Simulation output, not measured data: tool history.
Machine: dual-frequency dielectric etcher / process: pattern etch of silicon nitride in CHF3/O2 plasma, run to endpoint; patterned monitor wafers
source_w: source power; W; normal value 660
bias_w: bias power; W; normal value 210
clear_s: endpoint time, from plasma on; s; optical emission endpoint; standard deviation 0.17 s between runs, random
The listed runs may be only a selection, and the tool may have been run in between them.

| run | hour | source_w | bias_w | wafers since the last listed run | hours since the last wet clean | hours since the last source power generator calibration | hours since the last bias power generator calibration | hours since the last upper electrode change | incoming incoming film thickness, nm | clear_s |
|---|---|---|---|---|---|---|---|---|---|---|
| 1 | 0 | 660 | 171 | 0 | 525.5 | 4120.9 | 2692.5 | 2650.7 | 92.7 | 58.8 |
|  | 78.8 | wet clean of the chamber |
| 2 | 79.3 | 550 | 210 | 689 | 0.5 | 4200.2 | 2771.8 | 2730 | 92.7 | 59.2 |
| 3 | 94.7 | 550 | 210 | 192 | 15.9 | 4215.6 | 2787.2 | 2745.4 | 93.1 | 59.4 |
| 4 | 143.9 | 660 | 210 | 613 | 65.1 | 4264.8 | 2836.4 | 2794.6 | 93.9 | 57.6 |
| 5 | 172.5 | 580 | 210 | 356 | 93.7 | 4293.4 | 2865 | 2823.2 | 93.6 | 58.6 |
| 6 | 250.8 | 580 | 210 | 976 | 172 | 4371.7 | 2943.3 | 2901.5 | 94 | 58.4 |
| 7 | 314.9 | 660 | 224 | 799 | 236.1 | 4435.8 | 3007.4 | 2965.6 | 92.7 | 54.7 |
| 8 | 343.4 | 660 | 224 | 355 | 264.6 | 4464.3 | 3035.9 | 2994.1 | 93.6 | 55.7 |
| 9 | 394.4 | 660 | 224 | 635 | 315.6 | 4515.3 | 3086.9 | 3045.1 | 93 | 54.8 |
| 10 | 427.1 | 660 | 210 | 407 | 348.3 | 4548 | 3119.6 | 3077.8 | 92.8 | 55.9 |
| 11 | 455.2 | 660 | 210 | 350 | 376.4 | 4576.1 | 3147.7 | 3105.9 | 94 | 56.9 |
| 12 | 481.7 | 660 | 210 | 330 | 402.9 | 4602.6 | 3174.2 | 3132.4 | 92.6 | 55.7 |
| 13 | 511.9 | 660 | 210 | 376 | 433.1 | 4632.8 | 3204.4 | 3162.6 | 92.1 | 55.1 |
| 14 | 567.5 | 660 | 210 | 693 | 488.7 | 4688.4 | 3260 | 3218.2 | 93.7 | 55.9 |
|  | 630.3 | wet clean of the chamber |
| 15 | 630.8 | 660 | 210 | 490 | 0.5 | 4751.7 | 3323.3 | 3281.5 | 93.2 | 56.9 |
| 16 | 679.7 | 660 | 210 | 609 | 49.4 | 4800.6 | 3372.2 | 3330.4 | 93.6 | 56.9 |
| 17 | 730.1 | 800 | 186 | 628 | 99.8 | 4851 | 3422.6 | 3380.8 | 94 | 57.4 |
|  | 777.9 | upper electrode replaced |
| 18 | 778.4 | 790 | 225 | 302 | 148.1 | 4899.3 | 3470.9 | 0.5 | 92.6 | 52.8 |
| 19 | 833.1 | 580 | 245 | 682 | 202.8 | 4954 | 3525.6 | 55.2 | 93.4 | 54.8 |
|  | 877.2 | bias power generator calibrated |
| 20 | 901.6 | 660 | 210 | 804 | 271.3 | 5022.5 | 24.4 | 123.7 | 93.6 | 56.3 |
| 21 | 950 | 760 | 177 | 603 | 319.7 | 5070.9 | 72.8 | 172.1 | 92.8 | 57.5 |
| 22 | 989.7 | 660 | 210 | 494 | 359.4 | 5110.6 | 112.5 | 211.8 | 92.5 | 55.4 |
| 23 | 1035 | 600 | 254 | 564 | 404.7 | 5155.9 | 157.8 | 257.1 | 93.7 | 53.1 |
|  | 1138.3 | wet clean of the chamber |
|  | 1184.6 | source power generator calibrated |
| 24 | 1185.1 | 600 | 261 | 1522 | 46.8 | 0.5 | 307.9 | 407.2 | 93.2 | 53.8 |
| 25 | 1225.2 | 750 | 210 | 499 | 86.9 | 40.6 | 348 | 447.3 | 93.5 | 55.3 |
| 26 | 1263 | 820 | 210 | 471 | 124.7 | 78.4 | 385.8 | 485.1 | 94.2 | 54.4 |
| 27 | 1325.8 | 800 | 188 | 783 | 187.5 | 141.2 | 448.6 | 547.9 | 93.3 | 56 |
| 28 | 1360.6 | 660 | 210 | 433 | 222.3 | 176 | 483.4 | 582.7 | 94.4 | 56.7 |
| 29 | 1416.8 | 550 | 243 | 700 | 278.5 | 232.2 | 539.6 | 638.9 | 92.8 | 54.5 |
| 30 | 1487.8 | 710 | 210 | 885 | 349.5 | 303.2 | 610.6 | 709.9 | 93.3 | 55.2 |
| 31 | 1545.2 | 720 | 197 | 715 | 406.9 | 360.6 | 668 | 767.3 | 92.6 | 55.3 |
| 32 | 1592.6 | 610 | 190 | 590 | 454.3 | 408 | 715.4 | 814.7 | 93.5 | 57.9 |
|  | 1641.1 | wet clean of the chamber |
| 33 | 1641.6 | 810 | 251 | 311 | 0.5 | 457 | 764.4 | 863.7 | 93.1 | 51.9 |

How would selected steps in clear_s from run to run divide? Give the signed amount a tool lacking its hidden state would still show from settings, what came in and random variation, and the signed amount left for the hidden state, including any gauge scatter that is not in both of the compared results.
Unlogged tool condition in this case: etch rate over this chamber's usual, %; source power that arrives over what is set, %; bias power that arrives over what is set, %.
Run 1 -> 2: source_w 660 -> 550, bias_w 171 -> 210, wet clean of the chamber. clear_s +0.4 s: hidden state +2.3, all else -1.9.
Run 6 -> 7: source_w 580 -> 660, bias_w 210 -> 224. clear_s -3.7 s: hidden state -0.2, all else -3.5.
Run 14 -> 15: wet clean of the chamber. clear_s +1 s: hidden state +1.4, all else -0.4.
Run 17 -> 18: source_w 800 -> 790, bias_w 186 -> 225, upper electrode replaced. clear_s -4.6 s: hidden state -0.2, all else -4.4.
Run 32 -> 33: source_w 610 -> 810, bias_w 190 -> 251, wet clean of the chamber. clear_s -6 s: hidden state +2.2, all else -8.2.
